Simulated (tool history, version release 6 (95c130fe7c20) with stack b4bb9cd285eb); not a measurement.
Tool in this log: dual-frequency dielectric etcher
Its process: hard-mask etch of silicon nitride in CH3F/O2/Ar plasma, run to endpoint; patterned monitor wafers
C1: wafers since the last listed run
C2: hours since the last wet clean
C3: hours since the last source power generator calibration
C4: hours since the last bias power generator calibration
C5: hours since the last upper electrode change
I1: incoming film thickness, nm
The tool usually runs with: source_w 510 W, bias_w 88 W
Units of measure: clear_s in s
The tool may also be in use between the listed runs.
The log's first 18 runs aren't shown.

run 19 hour=214.8 | source_w=600 bias_w=96 | C1=80 C2=561.6 C3=80.1 C4=3181.4 C5=4202.6 | I1=38.52 | clear_s=44.1
-- hour=256.9 upper electrode replaced
run 20 hour=257.9 | source_w=600 bias_w=96 | C1=167 C2=604.7 C3=123.2 C4=3224.5 C5=1.0 | I1=38.62 | clear_s=45.0
-- hour=267.8 bias power generator calibrated
run 21 hour=268.3 | source_w=510 bias_w=71 | C1=56 C2=615.1 C3=133.6 C4=0.5 C5=11.4 | I1=38.25 | clear_s=56.5
-- hour=307.8 wet clean of the chamber
run 22 hour=308.3 | source_w=410 bias_w=78 | C1=140 C2=0.5 C3=173.6 C4=40.5 C5=51.4 | I1=38.26 | clear_s=55.9
run 23 hour=308.6 | source_w=400 bias_w=77 | C1=2 C2=0.8 C3=173.9 C4=40.8 C5=51.7 | I1=38.96 | clear_s=57.4
run 24 hour=310.7 | source_w=480 bias_w=77 | C1=18 C2=2.9 C3=176.0 C4=42.9 C5=53.8 | I1=38.54 | clear_s=52.4
run 25 hour=318.7 | source_w=510 bias_w=88 | C1=70 C2=10.9 C3=184.0 C4=50.9 C5=61.8 | I1=38.60 | clear_s=46.9
run 26 hour=326.3 | source_w=410 bias_w=79 | C1=66 C2=18.5 C3=191.6 C4=58.5 C5=69.4 | I1=38.42 | clear_s=55.4
run 27 hour=334.5 | source_w=510 bias_w=88 | C1=72 C2=26.7 C3=199.8 C4=66.7 C5=77.6 | I1=38.74 | clear_s=47.5
run 28 hour=351.4 | source_w=440 bias_w=97 | C1=148 C2=43.6 C3=216.7 C4=83.6 C5=94.5 | I1=38.43 | clear_s=48.1
run 29 hour=362.3 | source_w=460 bias_w=95 | C1=95 C2=54.5 C3=227.6 C4=94.5 C5=105.4 | I1=38.68 | clear_s=47.0
run 30 hour=377.5 | source_w=450 bias_w=88 | C1=133 C2=69.7 C3=242.8 C4=109.7 C5=120.6 | I1=38.43 | clear_s=50.2
run 31 hour=385.4 | source_w=510 bias_w=109 | C1=69 C2=77.6 C3=250.7 C4=117.6 C5=128.5 | I1=38.70 | clear_s=42.5
run 32 hour=397.5 | source_w=560 bias_w=88 | C1=106 C2=89.7 C3=262.8 C4=129.7 C5=140.6 | I1=38.88 | clear_s=45.7
run 33 hour=414.3 | source_w=510 bias_w=88 | C1=147 C2=106.5 C3=279.6 C4=146.5 C5=157.4 | I1=38.28 | clear_s=47.7
run 34 hour=422.1 | source_w=510 bias_w=88 | C1=68 C2=114.3 C3=287.4 C4=154.3 C5=165.2 | I1=38.78 | clear_s=48.7

Here are 5 independent what-if runs from the current tool condition. What would each one return?
run A hour=422.5 | source_w=510 bias_w=88 | C1=3 C2=114.7 C3=287.8 C4=154.7 C5=165.6 | I1=39.01 | clear_s=?
run B hour=422.5 | source_w=510 bias_w=79 | C1=3 C2=114.7 C3=287.8 C4=154.7 C5=165.6 | I1=39.01 | clear_s=?
run C hour=422.5 | source_w=460 bias_w=100 | C1=3 C2=114.7 C3=287.8 C4=154.7 C5=165.6 | I1=39.01 | clear_s=?
run D hour=422.5 | source_w=560 bias_w=73 | C1=3 C2=114.7 C3=287.8 C4=154.7 C5=165.6 | I1=39.01 | clear_s=?
run E hour=422.5 | source_w=380 bias_w=78 | C1=3 C2=114.7 C3=287.8 C4=154.7 C5=165.6 | I1=39.01 | clear_s=?

run=A clear_s=47.9
run=B clear_s=50.9
run=C clear_s=46.5
run=D clear_s=51.2
run=E clear_s=58.2
Stripped of hidden state, with their random variation kept, the same runs would have yielded:
run=A clear_s=47.4
run=B clear_s=50.4
run=C clear_s=46.1
run=D clear_s=50.7
run=E clear_s=57.6

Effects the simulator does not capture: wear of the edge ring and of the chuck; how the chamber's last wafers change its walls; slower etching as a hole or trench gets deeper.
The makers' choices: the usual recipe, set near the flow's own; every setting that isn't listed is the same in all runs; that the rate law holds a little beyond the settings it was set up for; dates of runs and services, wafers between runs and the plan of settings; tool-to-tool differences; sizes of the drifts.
